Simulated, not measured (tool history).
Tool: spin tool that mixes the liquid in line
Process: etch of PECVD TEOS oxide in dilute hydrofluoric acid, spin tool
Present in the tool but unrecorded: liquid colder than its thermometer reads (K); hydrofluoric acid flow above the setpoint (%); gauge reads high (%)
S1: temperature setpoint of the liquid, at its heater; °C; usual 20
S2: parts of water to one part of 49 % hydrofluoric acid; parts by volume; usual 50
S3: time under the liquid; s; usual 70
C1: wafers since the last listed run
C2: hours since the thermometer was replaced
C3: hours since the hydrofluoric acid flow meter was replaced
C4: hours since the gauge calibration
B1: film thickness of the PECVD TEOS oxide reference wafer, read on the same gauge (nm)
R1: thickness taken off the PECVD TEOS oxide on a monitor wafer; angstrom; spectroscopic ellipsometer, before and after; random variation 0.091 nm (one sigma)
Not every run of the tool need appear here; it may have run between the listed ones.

Run 1, day 0: usual settings; C1 0; C2 2204.4; C3 542; C4 549.4; B1 110.01. Result: R1 202.5 angstrom.
Run 2, day 4.358: usual settings; C1 1489; C2 2309; C3 646.6; C4 654; B1 109.99. Result: R1 202.9 angstrom.
Run 3, day 7.896: usual settings; C1 1208; C2 2393.9; C3 731.5; C4 738.9; B1 109.99. Result: R1 202.4 angstrom.
Run 4, day 9.762: usual settings; C1 637; C2 2438.7; C3 776.3; C4 783.7; B1 110. Result: R1 204 angstrom.
Run 5, day 12.088: usual settings; C1 794; C2 2494.5; C3 832.1; C4 839.5; B1 109.99. Result: R1 202.2 angstrom.
Run 6, day 13.688: usual settings; C1 546; C2 2532.9; C3 870.5; C4 877.9; B1 109.99. Result: R1 203 angstrom.
Run 7, day 16.8: usual settings; C1 1063; C2 2607.6; C3 945.2; C4 952.6; B1 110. Result: R1 202.7 angstrom.
Run 8, day 20.496: usual settings but S1 21 °C; C1 1262; C2 2696.3; C3 1033.9; C4 1041.3; B1 109.97. Result: R1 211.2 angstrom.
At day 21.208: thermometer replaced.
Run 9, day 23.504: usual settings but S1 21 °C; C1 1013; C2 55.1; C3 1106.1; C4 1113.5; B1 110.01. Result: R1 229.2 angstrom.
Run 10, day 25.304: usual settings but S1 21 °C; C1 615; C2 98.3; C3 1149.3; C4 1156.7; B1 110.02. Result: R1 230.6 angstrom.
Run 11, day 27.538: usual settings; C1 763; C2 151.9; C3 1202.9; C4 1210.3; B1 110.01. Result: R1 219.2 angstrom.
At day 28.65: gauge calibrated.
At day 29.317: hydrofluoric acid flow meter replaced.
Run 12, day 29.788: usual settings but S1 25 °C, S2 60 parts by volume; C1 754; C2 205.9; C3 11.3; C4 27.3; B1 110.02. Result: R1 216.3 angstrom.
Run 13, day 36.167: usual settings but S1 17 °C, S2 55 parts by volume, S3 100 s; C1 2179; C2 359; C3 164.4; C4 180.4; B1 110. Result: R1 243.8 angstrom.
Run 14, day 38.888: usual settings; C1 929; C2 424.3; C3 229.7; C4 245.7; B1 110. Result: R1 213.1 angstrom.
Run 15, day 41.571: usual settings but S2 30 parts by volume; C1 916; C2 488.7; C3 294.1; C4 310.1; B1 109.99. Result: R1 363.5 angstrom.
Run 16, day 43.633: usual settings but S2 60 parts by volume, S3 35 s; C1 704; C2 538.2; C3 343.6; C4 359.6; B1 110. Result: R1 87.3 angstrom.
Run 17, day 45.829: usual settings but S1 17.5 °C; C1 750; C2 590.9; C3 396.3; C4 412.3; B1 110. Result: R1 191.3 angstrom.
Run 18, day 50.2: usual settings; C1 1493; C2 695.8; C3 501.2; C4 517.2; B1 109.99. Result: R1 213.4 angstrom.
Run 19, day 52.592: usual settings but S1 17 °C, S3 100 s; C1 817; C2 753.2; C3 558.6; C4 574.6; B1 109.99. Result: R1 265.5 angstrom.
Run 20, day 55.633: usual settings but S1 22.5 °C, S2 35 parts by volume; C1 1039; C2 826.2; C3 631.6; C4 647.6; B1 110.01. Result: R1 343.3 angstrom.
Run 21, day 57.796: usual settings but S1 18.5 °C, S2 35 parts by volume; C1 738; C2 878.1; C3 683.5; C4 699.5; B1 109.99. Result: R1 287.2 angstrom.
Run 22, day 61.438: usual settings but S1 17 °C, S3 50 s; C1 1244; C2 965.5; C3 770.9; C4 786.9; B1 109.98. Result: R1 133.3 angstrom.

3 options for the next run, each taken on its own from the tool as it stands now. Forecast them:
Run A, day 61.454: usual settings; C1 5; C2 965.9; C3 771.3; C4 787.3; B1 ?. Result: R1 ?.
Run B, day 61.454: usual settings but S1 25 °C, S2 35 parts by volume; C1 5; C2 965.9; C3 771.3; C4 787.3; B1 ?. Result: R1 ?.
Run C, day 61.454: usual settings but S2 35 parts by volume, S3 40 s; C1 5; C2 965.9; C3 771.3; C4 787.3; B1 ?. Result: R1 ?.

run      B1     R1
  A  110.01  212.8
  B  110.01  382.4
  C  110.01  176.8
Stripped of hidden state, with their random variation kept, the same runs would have yielded:
run     R1
  A  215.7
  B  387.4
  C  179.3

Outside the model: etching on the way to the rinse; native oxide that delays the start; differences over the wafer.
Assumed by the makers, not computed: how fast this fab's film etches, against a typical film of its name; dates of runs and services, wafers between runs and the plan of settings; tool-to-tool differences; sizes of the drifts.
